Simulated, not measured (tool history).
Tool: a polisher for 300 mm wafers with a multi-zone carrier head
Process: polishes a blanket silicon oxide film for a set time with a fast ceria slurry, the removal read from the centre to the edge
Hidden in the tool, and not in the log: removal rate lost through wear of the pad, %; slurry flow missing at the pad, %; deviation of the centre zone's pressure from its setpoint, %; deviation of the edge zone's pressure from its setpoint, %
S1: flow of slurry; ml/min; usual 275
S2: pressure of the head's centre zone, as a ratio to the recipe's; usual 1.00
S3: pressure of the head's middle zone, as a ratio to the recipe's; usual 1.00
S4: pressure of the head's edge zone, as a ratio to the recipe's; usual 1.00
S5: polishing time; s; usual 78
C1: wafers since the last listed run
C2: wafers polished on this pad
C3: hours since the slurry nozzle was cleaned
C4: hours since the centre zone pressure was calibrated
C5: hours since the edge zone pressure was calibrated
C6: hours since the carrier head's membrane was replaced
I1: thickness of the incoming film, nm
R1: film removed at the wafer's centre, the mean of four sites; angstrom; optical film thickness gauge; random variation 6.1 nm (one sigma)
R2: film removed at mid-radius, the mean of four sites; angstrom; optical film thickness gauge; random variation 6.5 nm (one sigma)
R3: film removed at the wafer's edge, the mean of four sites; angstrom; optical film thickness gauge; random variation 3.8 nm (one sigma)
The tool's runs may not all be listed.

| run | hour | S1 | S2 | S3 | S4 | S5 | C1 | C2 | C3 | C4 | C5 | C6 | I1 | R1 | R2 | R3 |
|---|---|---|---|---|---|---|---|---|---|---|---|---|---|---|---|---|
| 1 | 0.0 | 275 | 1.00 | 1.00 | 1.00 | 78 | 0 | 1139 | 759.7 | 1388.8 | 1317.4 | 1369.2 | 2760.4 | 5926 | 5845 | 5592 |
| 2 | 9.3 | 275 | 1.00 | 1.00 | 1.00 | 70 | 49 | 1189 | 769.0 | 1398.1 | 1326.7 | 1378.5 | 2767.3 | 5184 | 5260 | 5084 |
| 3 | 21.2 | 275 | 1.00 | 1.00 | 1.00 | 70 | 63 | 1253 | 780.9 | 1410.0 | 1338.6 | 1390.4 | 2783.9 | 5063 | 5153 | 5030 |
|  | 26.5 | worn pad replaced by a new one |
| 4 | 31.6 | 275 | 1.00 | 1.00 | 1.00 | 70 | 34 | 27 | 791.3 | 1420.4 | 1349.0 | 1400.8 | 2724.7 | 5466 | 5569 | 5352 |
| 5 | 40.4 | 275 | 1.00 | 0.91 | 1.00 | 78 | 47 | 74 | 800.1 | 1429.2 | 1357.8 | 1409.6 | 2746.8 | 6101 | 5693 | 5961 |
|  | 54.5 | slurry nozzle cleaned |
| 6 | 58.1 | 275 | 1.00 | 0.91 | 1.00 | 78 | 89 | 164 | 3.6 | 1446.9 | 1375.5 | 1427.3 | 2725.7 | 6111 | 5613 | 5993 |
| 7 | 65.0 | 275 | 1.12 | 1.00 | 0.90 | 78 | 37 | 201 | 10.5 | 1453.8 | 1382.4 | 1434.2 | 2792.7 | 6979 | 6219 | 5666 |
| 8 | 72.8 | 275 | 0.94 | 1.00 | 1.00 | 78 | 41 | 243 | 18.3 | 1461.6 | 1390.2 | 1442.0 | 2702.3 | 5735 | 6133 | 5934 |
|  | 76.1 | centre zone pressure recalibrated |
| 9 | 79.9 | 355 | 1.00 | 0.91 | 1.00 | 78 | 27 | 270 | 25.4 | 3.8 | 1397.3 | 1449.1 | 2729.8 | 6244 | 5819 | 6046 |
|  | 88.1 | carrier head's membrane replaced by a new one |
| 10 | 95.9 | 325 | 1.00 | 1.00 | 1.00 | 78 | 59 | 329 | 41.4 | 19.8 | 1413.3 | 7.8 | 2766.2 | 6187 | 6065 | 6062 |
| 11 | 109.8 | 335 | 1.00 | 1.11 | 1.00 | 78 | 74 | 404 | 55.3 | 33.7 | 1427.2 | 21.7 | 2745.6 | 6168 | 6684 | 5944 |
| 12 | 122.4 | 275 | 1.00 | 1.00 | 1.05 | 78 | 67 | 472 | 67.9 | 46.3 | 1439.8 | 34.3 | 2763.3 | 6022 | 6034 | 6019 |
|  | 137.8 | edge zone pressure recalibrated |
| 13 | 138.3 | 330 | 1.04 | 1.06 | 1.00 | 78 | 74 | 546 | 83.8 | 62.2 | 0.5 | 50.2 | 2769.0 | 6307 | 6446 | 5965 |
| 14 | 186.8 | 275 | 1.00 | 1.00 | 1.00 | 70 | 260 | 807 | 132.3 | 110.7 | 49.0 | 98.7 | 2760.3 | 5345 | 5372 | 5184 |
| 15 | 214.8 | 275 | 0.97 | 1.11 | 1.00 | 85 | 150 | 957 | 160.3 | 138.7 | 77.0 | 126.7 | 2807.5 | 6117 | 7144 | 6171 |
| 16 | 225.4 | 235 | 0.94 | 1.00 | 0.96 | 66 | 56 | 1014 | 170.9 | 149.3 | 87.6 | 137.3 | 2788.0 | 4533 | 4887 | 4667 |
| 17 | 235.3 | 275 | 1.00 | 1.00 | 1.00 | 78 | 53 | 1067 | 180.8 | 159.2 | 97.5 | 147.2 | 2799.4 | 5774 | 5699 | 5616 |
| 18 | 241.3 | 275 | 1.00 | 1.00 | 1.00 | 78 | 32 | 1099 | 186.8 | 165.2 | 103.5 | 153.2 | 2740.7 | 5851 | 5688 | 5599 |
| 19 | 249.3 | 275 | 1.06 | 1.00 | 1.00 | 94 | 42 | 1142 | 194.8 | 173.2 | 111.5 | 161.2 | 2755.9 | 7337 | 6932 | 6780 |
| 20 | 259.6 | 275 | 1.00 | 1.00 | 1.00 | 78 | 55 | 1198 | 205.1 | 183.5 | 121.8 | 171.5 | 2750.9 | 5732 | 5646 | 5472 |
| 21 | 272.4 | 275 | 1.00 | 1.00 | 1.00 | 58 | 68 | 1266 | 217.9 | 196.3 | 134.6 | 184.3 | 2807.6 | 4200 | 4261 | 4126 |

5 ways to go on from here, each from the tool as it stands after run 21. What would each give?
| A | 272.8 | 275 | 1.00 | 1.00 | 1.00 | 78 | 2 | 1268 | 218.3 | 196.7 | 135.0 | 184.7 | 2782.0 | ? | ? | ? |
| B | 272.8 | 315 | 0.94 | 1.00 | 1.04 | 78 | 2 | 1268 | 218.3 | 196.7 | 135.0 | 184.7 | 2782.0 | ? | ? | ? |
| C | 272.8 | 345 | 1.00 | 1.00 | 1.11 | 78 | 2 | 1268 | 218.3 | 196.7 | 135.0 | 184.7 | 2782.0 | ? | ? | ? |
| D | 272.8 | 275 | 1.00 | 1.09 | 1.00 | 69 | 2 | 1268 | 218.3 | 196.7 | 135.0 | 184.7 | 2782.0 | ? | ? | ? |
| E | 272.8 | 275 | 1.00 | 1.00 | 1.00 | 99 | 2 | 1268 | 218.3 | 196.7 | 135.0 | 184.7 | 2782.0 | ? | ? | ? |

| run | R1 | R2 | R3 |
|---|---|---|---|
| A | 5732 | 5678 | 5517 |
| B | 5436 | 5728 | 5653 |
| C | 5821 | 5757 | 5853 |
| D | 5073 | 5405 | 4874 |
| E | 7275 | 7207 | 7002 |
Without the tool's hidden state the same runs would have given:
| run | R1 | R2 | R3 |
|---|---|---|---|
| A | 6314 | 6255 | 6078 |
| B | 5989 | 6310 | 6228 |
| C | 6413 | 6342 | 6448 |
| D | 5589 | 5954 | 5370 |
| E | 8014 | 7940 | 7714 |
